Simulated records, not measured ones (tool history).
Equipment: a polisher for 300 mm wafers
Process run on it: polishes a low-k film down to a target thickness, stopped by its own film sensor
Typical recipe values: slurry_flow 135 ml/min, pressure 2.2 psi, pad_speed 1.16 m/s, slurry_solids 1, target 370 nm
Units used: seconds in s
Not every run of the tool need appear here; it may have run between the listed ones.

run   hour  slurry_flow  pressure  pad_speed  slurry_solids  target  wafers since the last listed run  wafers polished on this pad  hours since the slurry nozzle was cleaned  hours since the head pressure was calibrated  hours since the slurry blender was calibrated  hours since the conditioning disc was replaced  incoming thickness of the incoming film, nm  seconds
  1      0          135       2.2       1.16              1     370                                 0                         1389                                      358.7                                         764.5                                           41.5                                           216.2                                        434.8    104.5
        16  -- worn pad replaced by a new one
  2   16.5          135       2.2       1.16              1     370                                96                            3                                      375.2                                           781                                             58                                           232.7                                          435    102.6
  3   29.7          135       2.2       1.16              1     370                               101                          105                                      388.4                                         794.2                                           71.2                                           245.9                                        437.6    103.2
  4   44.1          135       2.2        0.9              1     370                               110                          216                                      402.8                                         808.6                                           85.6                                           260.3                                        441.7    143.9
  5   56.5          135       2.2        0.9              1     370                                95                          311                                      415.2                                           821                                             98                                           272.7                                        441.9    137.5
  6   63.4          135       2.2        0.9              1     370                                53                          365                                      422.1                                         827.9                                          104.9                                           279.6                                          440    131.1
  7   73.3          135       2.2       1.16              1     370                                76                          441                                        432                                         837.8                                          114.8                                           289.5                                        436.1    103.9
  8   91.1          135       2.2       1.16              1     370                               137                          578                                      449.8                                         855.6                                          132.6                                           307.3                                        440.7    112.7
  9  103.7          135       2.2       1.16              1     370                                97                          675                                      462.4                                         868.2                                          145.2                                           319.9                                        445.4    122.8
 10  113.7          135       2.2       1.16              1     370                                76                          752                                      472.4                                         878.2                                          155.2                                           329.9                                        439.7    113.9
 11  125.9          135       1.8       1.16              1     370                                93                          846                                      484.6                                         890.4                                          167.4                                           342.1                                        444.2    137.5
 12  141.7          135       1.8       1.16              1     370                               121                          967                                      500.4                                         906.2                                          183.2                                           357.9                                        446.5    142.4
 13  159.5          135       2.2       1.16              1     370                               137                         1104                                      518.2                                           924                                            201                                           375.7                                        444.7    119.8
 14  170.1          135       2.5       1.16            0.9     370                                81                         1186                                      528.8                                         934.6                                          211.6                                           386.3                                        447.2    116.6
     175.5  -- slurry nozzle cleaned
 15  183.7          135       2.2       1.16              1     370                                97                         1283                                        8.2                                         948.2                                          225.2                                           399.9                                        441.2    113.9
     189.1  -- worn pad replaced by a new one
 16  193.5           95       2.2       1.16           0.75     357                                44                           33                                         18                                           958                                            235                                           409.7                                          436    152.2
       204  -- head pressure recalibrated
       211  -- conditioning disc replaced and pad reconditioned
 17  211.5          135       2.2        1.5            0.8     359                               107                          141                                         36                                           7.5                                            253                                             0.5                                        444.2    120.5
 18  217.4          135       2.2       1.16              1     394                                45                          187                                       41.9                                          13.4                                          258.9                                             6.4                                        443.2     79.2
     224.4  -- slurry blender recalibrated
 19  229.1          100       2.2       1.16            0.7     370                                74                          261                                       53.6                                          25.1                                            4.7                                            18.1                                        438.1    130.2
 20  241.9          135       1.5       0.86              1     370                                98                          360                                       66.4                                          37.9                                           17.5                                            30.9                                        448.7    205.8
 21  250.6          135       2.8       1.16            1.1     370                                66                          427                                       75.1                                          46.6                                           26.2                                            39.6                                        444.2     96.3
 22  265.9          135       2.2       0.98           1.15     370                               117                          545                                       90.4                                          61.9                                           41.5                                            54.9                                        442.2    123.2
 23  274.9          120         2       1.06              1     384                                69                          614                                       99.4                                          70.9                                           50.5                                            63.9                                        433.7     93.7
 24  292.5          150       2.2       1.16              1     370                               135                          749                                        117                                          88.5                                           68.1                                            81.5                                        434.5    102.9
 25  301.8          135       1.8       1.26              1     370                                71                          821                                      126.3                                          97.8                                           77.4                                            90.8                                        443.8    133.8
 26  315.7          135       2.2       1.16              1     370                               107                          928                                      140.2                                         111.7                                           91.3                                           104.7                                        438.7    111.6

For each run, what was the tool's unlogged condition?
removal rate lost through wear of the pad, %: 0 at every run
slurry flow missing at the pad, %: 0 at every run
deviation of the head's pressure from its setpoint, %: 0 at every run
abrasive missing from the slurry, %: 0 at every run
time polished since the conditioner stopped cutting, s: 0 at every run
